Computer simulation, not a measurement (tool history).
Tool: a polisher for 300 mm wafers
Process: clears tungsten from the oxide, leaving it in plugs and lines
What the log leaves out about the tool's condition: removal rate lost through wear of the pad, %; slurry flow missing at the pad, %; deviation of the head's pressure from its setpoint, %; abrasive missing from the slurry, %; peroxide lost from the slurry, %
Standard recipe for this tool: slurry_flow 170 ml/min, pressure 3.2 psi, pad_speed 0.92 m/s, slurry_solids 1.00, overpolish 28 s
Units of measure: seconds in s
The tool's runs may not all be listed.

run	hour	slurry_flow	pressure	pad_speed	slurry_solids	overpolish	wafers since the last listed run	wafers polished on this pad	hours since the slurry nozzle was cleaned	hours since the head pressure was calibrated	hours since the slurry blender was calibrated	hours since the slurry got fresh peroxide	incoming thickness of the incoming film, nm	seconds
1	0.0	170	3.2	0.92	1.00	28	0	583	132.3	69.8	158.6	209.4	474.3	154.8
# hour 3.5: slurry tank refilled with fresh slurry and peroxide
2	14.5	170	3.2	0.92	1.00	28	96	679	146.8	84.3	173.1	11.0	471.8	153.3
3	45.3	170	3.2	0.92	1.00	33	219	899	177.6	115.1	203.9	41.8	483.8	159.1
4	58.2	170	3.2	0.92	1.00	19	91	991	190.5	128.0	216.8	54.7	474.6	155.0
5	71.6	170	3.2	0.92	1.00	20	95	1086	203.9	141.4	230.2	68.1	482.3	159.4
6	93.2	170	3.2	0.92	1.00	28	154	1240	225.5	163.0	251.8	89.7	473.5	156.7
# hour 103.0: worn pad replaced by a new one
7	127.7	220	4.2	1.04	1.00	11	217	176	260.0	197.5	286.3	124.2	486.0	110.9
8	139.8	200	3.2	0.92	1.00	23	86	262	272.1	209.6	298.4	136.3	480.8	155.7
9	156.3	170	3.2	0.92	1.00	39	117	380	288.6	226.1	314.9	152.8	476.0	157.9
10	174.2	170	3.2	0.92	1.00	19	127	507	306.5	244.0	332.8	170.7	482.6	161.7
11	194.3	170	3.5	0.82	1.15	28	143	651	326.6	264.1	352.9	190.8	487.5	162.9
12	209.1	170	3.6	0.92	1.00	28	105	756	341.4	278.9	367.7	205.6	481.4	144.0
# hour 241.1: slurry tank refilled with fresh slurry and peroxide
# hour 269.5: slurry nozzle cleaned
13	299.5	170	3.2	0.72	1.00	28	630	1387	30.0	369.3	458.1	58.4	480.4	194.5
14	313.3	170	3.2	0.92	1.00	28	98	1485	43.8	383.1	471.9	72.2	478.2	163.7
# hour 321.1: slurry blender recalibrated
# hour 322.0: worn pad replaced by a new one
15	341.9	170	3.2	0.92	1.00	28	183	142	72.4	411.7	20.8	100.8	486.2	156.4
# hour 353.9: head pressure recalibrated
16	357.2	215	3.2	1.02	0.90	28	94	237	87.7	3.3	36.1	116.1	480.6	143.0
17	370.3	170	3.2	0.92	1.00	28	93	330	100.8	16.4	49.2	129.2	485.9	156.7
18	383.9	170	3.2	0.92	1.00	28	96	427	114.4	30.0	62.8	142.8	477.9	153.9
19	403.8	225	2.8	0.92	1.00	12	141	569	134.3	49.9	82.7	162.7	474.0	172.2

Predict the results of run 20:
20	420.8	210	3.2	0.92	1.15	28	121	690	151.3	66.9	99.7	179.7	479.7	?

seconds: 150.4 s
Take away the tool's hidden state, keep the run-to-run variation as it was, and the same run would have given seconds 148.5 s.
